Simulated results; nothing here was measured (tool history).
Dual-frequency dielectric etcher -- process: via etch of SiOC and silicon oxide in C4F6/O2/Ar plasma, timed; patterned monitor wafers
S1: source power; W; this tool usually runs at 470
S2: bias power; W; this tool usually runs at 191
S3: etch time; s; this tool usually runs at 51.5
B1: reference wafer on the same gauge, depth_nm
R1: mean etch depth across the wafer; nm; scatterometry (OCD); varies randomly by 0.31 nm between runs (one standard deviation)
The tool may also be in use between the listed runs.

{"run": 1, "hour": 0.0, "S1": 470, "S2": 191, "S3": 51.5, "B1": 74.1, "R1": 69.3}
{"run": 2, "hour": 15.5, "S1": 470, "S2": 191, "S3": 51.5, "B1": 74.2, "R1": 69.4}
{"run": 3, "hour": 31.1, "S1": 470, "S2": 154, "S3": 42.5, "B1": 74.1, "R1": 54.3}
{"run": 4, "hour": 45.9, "S1": 470, "S2": 191, "S3": 60.0, "B1": 74.0, "R1": 81.3}
{"run": 5, "hour": 59.4, "S1": 470, "S2": 191, "S3": 60.0, "B1": 74.3, "R1": 81.7}
{"run": 6, "hour": 70.3, "S1": 470, "S2": 191, "S3": 60.0, "B1": 74.2, "R1": 81.6}
{"hour": 105.4, "done": "wet clean of the chamber"}
{"hour": 113.5, "done": "upper electrode replaced"}
{"run": 7, "hour": 114.0, "S1": 470, "S2": 191, "S3": 51.5, "B1": 74.1, "R1": 68.2}
{"run": 8, "hour": 114.3, "S1": 470, "S2": 191, "S3": 51.5, "B1": 74.2, "R1": 68.0}
{"run": 9, "hour": 114.6, "S1": 470, "S2": 179, "S3": 51.5, "B1": 74.2, "R1": 66.6}
{"run": 10, "hour": 121.1, "S1": 470, "S2": 179, "S3": 51.5, "B1": 74.2, "R1": 66.5}
{"run": 11, "hour": 132.0, "S1": 470, "S2": 179, "S3": 51.5, "B1": 74.1, "R1": 67.1}
{"hour": 142.6, "done": "gauge calibrated"}
{"run": 12, "hour": 147.5, "S1": 470, "S2": 191, "S3": 51.5, "B1": 74.3, "R1": 68.0}
{"run": 13, "hour": 157.4, "S1": 470, "S2": 191, "S3": 51.5, "B1": 74.3, "R1": 68.5}
{"run": 14, "hour": 166.0, "S1": 430, "S2": 148, "S3": 57.5, "B1": 74.0, "R1": 68.7}
{"run": 15, "hour": 180.6, "S1": 470, "S2": 236, "S3": 51.5, "B1": 74.1, "R1": 73.8}
{"run": 16, "hour": 191.2, "S1": 470, "S2": 191, "S3": 58.0, "B1": 74.3, "R1": 77.4}
{"hour": 201.0, "done": "source power generator calibrated"}
{"hour": 219.9, "done": "bias power generator calibrated"}
{"run": 17, "hour": 231.6, "S1": 350, "S2": 191, "S3": 58.5, "B1": 74.2, "R1": 69.3}
{"run": 18, "hour": 239.8, "S1": 470, "S2": 191, "S3": 51.5, "B1": 74.2, "R1": 69.3}

Predict the results of run 19:
{"run": 19, "hour": 249.5, "S1": 380, "S2": 203, "S3": 51.5, "B1": "?", "R1": "?"}

Run 19 yielded B1 74.2, R1 64.7 nm.
The same run, on a tool lacking any hidden state, would have yielded R1 63.2 nm.
